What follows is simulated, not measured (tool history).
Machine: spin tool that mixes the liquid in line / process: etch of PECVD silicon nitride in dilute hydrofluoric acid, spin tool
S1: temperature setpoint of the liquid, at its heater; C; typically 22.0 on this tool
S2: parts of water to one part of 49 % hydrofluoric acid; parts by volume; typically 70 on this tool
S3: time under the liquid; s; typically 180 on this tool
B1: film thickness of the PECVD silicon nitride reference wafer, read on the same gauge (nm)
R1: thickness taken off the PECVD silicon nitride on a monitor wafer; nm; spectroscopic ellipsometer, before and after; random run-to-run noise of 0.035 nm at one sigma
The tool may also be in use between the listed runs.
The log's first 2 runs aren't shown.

Run 3, hour 29.3: usual settings; B1 59.986. Result: R1 3.416 nm.
Run 4, hour 46.2: usual settings but S2 45 parts by volume; B1 60.019. Result: R1 5.182 nm.
Run 5, hour 61.7: usual settings but S2 45 parts by volume; B1 60.002. Result: R1 5.200 nm.
At hour 72.1: hydrofluoric acid flow meter replaced.
Run 6, hour 78.0: usual settings but S2 45 parts by volume; B1 60.001. Result: R1 5.476 nm.
Run 7, hour 86.2: usual settings; B1 59.984. Result: R1 3.596 nm.
Run 8, hour 98.6: usual settings; B1 59.995. Result: R1 3.584 nm.
Run 9, hour 114.3: usual settings; B1 59.987. Result: R1 3.509 nm.
Run 10, hour 128.2: usual settings; B1 59.971. Result: R1 3.615 nm.
Run 11, hour 134.7: usual settings; B1 59.985. Result: R1 3.475 nm.
Run 12, hour 149.9: usual settings; B1 60.000. Result: R1 3.551 nm.
Run 13, hour 156.0: usual settings but S1 18.5 C, S3 255 s; B1 60.044. Result: R1 3.939 nm.
At hour 163.1: gauge calibrated.
Run 14, hour 170.3: usual settings but S1 25.0 C, S2 100 parts by volume; B1 60.002. Result: R1 2.978 nm.
Run 15, hour 187.2: usual settings but S1 24.0 C; B1 60.030. Result: R1 4.020 nm.
Run 16, hour 199.3: usual settings; B1 60.026. Result: R1 3.536 nm.
Run 17, hour 210.5: usual settings but S1 20.0 C, S2 50 parts by volume, S3 90 s; B1 60.000. Result: R1 2.140 nm.
Run 18, hour 220.4: usual settings but S1 27.0 C, S2 105 parts by volume; B1 60.022. Result: R1 3.289 nm.
Run 19, hour 231.2: usual settings but S1 20.0 C, S3 245 s; B1 59.979. Result: R1 4.164 nm.
Run 20, hour 242.7: usual settings; B1 59.981. Result: R1 3.465 nm.
Run 21, hour 248.8: usual settings but S1 27.0 C, S2 35 parts by volume; B1 59.983. Result: R1 9.407 nm.
At hour 258.2: thermometer replaced.
Run 22, hour 258.7: usual settings but S1 24.5 C; B1 59.994. Result: R1 4.164 nm.
Run 23, hour 267.8: usual settings but S1 17.5 C; B1 60.007. Result: R1 2.554 nm.
Run 24, hour 284.2: usual settings but S1 26.5 C, S2 50 parts by volume, S3 120 s; B1 60.002. Result: R1 4.455 nm.
Run 25, hour 295.9: usual settings; B1 60.019. Result: R1 3.467 nm.
Run 26, hour 319.5: usual settings but S1 19.0 C, S2 35 parts by volume, S3 265 s; B1 60.038. Result: R1 8.237 nm.
Run 27, hour 327.8: usual settings but S1 18.0 C, S2 35 parts by volume; B1 59.991. Result: R1 5.158 nm.

Predict the results of run 28:
Run 28, hour 343.8: usual settings but S1 17.5 C, S2 50 parts by volume, S3 85 s; B1 ?. Result: R1 ?.

B1: 59.991
R1: 1.689 nm
The same run, on a tool lacking any hidden state, would have yielded R1 1.738 nm.

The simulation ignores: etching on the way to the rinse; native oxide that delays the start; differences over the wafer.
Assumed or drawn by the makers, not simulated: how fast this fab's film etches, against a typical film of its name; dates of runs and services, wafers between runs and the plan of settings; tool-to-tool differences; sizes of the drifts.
